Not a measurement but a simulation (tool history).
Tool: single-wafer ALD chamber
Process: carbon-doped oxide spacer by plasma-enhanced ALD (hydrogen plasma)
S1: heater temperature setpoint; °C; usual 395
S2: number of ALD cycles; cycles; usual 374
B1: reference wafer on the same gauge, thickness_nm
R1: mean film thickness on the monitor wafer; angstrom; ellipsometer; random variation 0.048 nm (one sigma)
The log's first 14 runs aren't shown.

| run | day | S1 | S2 | B1 | R1 |
|---|---|---|---|---|---|
| 15 | 27.425 | 395 | 404 | 16.593 | 208.37 |
| 16 | 29.917 | 395 | 404 | 16.596 | 207.72 |
| 17 | 32.638 | 407 | 374 | 16.602 | 187.68 |
| 18 | 34.358 | 407 | 374 | 16.613 | 188.45 |
| 19 | 36.733 | 385 | 374 | 16.598 | 192.1 |
| 20 | 38.283 | 395 | 425 | 16.598 | 218.26 |
| 21 | 40.588 | 395 | 374 | 16.602 | 192.38 |
| 22 | 47.308 | 409 | 429 | 16.601 | 214.36 |
| 23 | 49.996 | 382 | 324 | 16.592 | 167.25 |
| 24 | 52.079 | 395 | 374 | 16.601 | 192.48 |
| 25 | 54.933 | 390 | 335 | 16.609 | 172.29 |
| 26 | 57.129 | 395 | 374 | 16.597 | 192.54 |
|  | 58.842 | gauge calibrated |
|  | 63.129 | thermocouple changed; heater temperature recalibrated |
| 27 | 63.783 | 389 | 374 | 16.6 | 192.57 |
| 28 | 66.079 | 390 | 374 | 16.59 | 192.24 |
| 29 | 67.146 | 395 | 374 | 16.611 | 192.7 |
| 30 | 69.421 | 395 | 374 | 16.592 | 192.8 |
| 31 | 72.333 | 395 | 424 | 16.603 | 218.56 |
| 32 | 73.542 | 402 | 316 | 16.597 | 161.07 |
| 33 | 74.562 | 402 | 316 | 16.597 | 162.21 |
| 34 | 75.967 | 390 | 309 | 16.596 | 159.68 |
| 35 | 77.958 | 408 | 374 | 16.599 | 187.36 |
| 36 | 80.033 | 395 | 374 | 16.6 | 193.09 |

The next listed run, before its measurement:
| 37 | 81.296 | 395 | 333 | ? | ? |

Run 37 gave B1 16.607, R1 172.49 angstrom.
Without the tool's hidden state the same run would have given R1 172.49 angstrom.
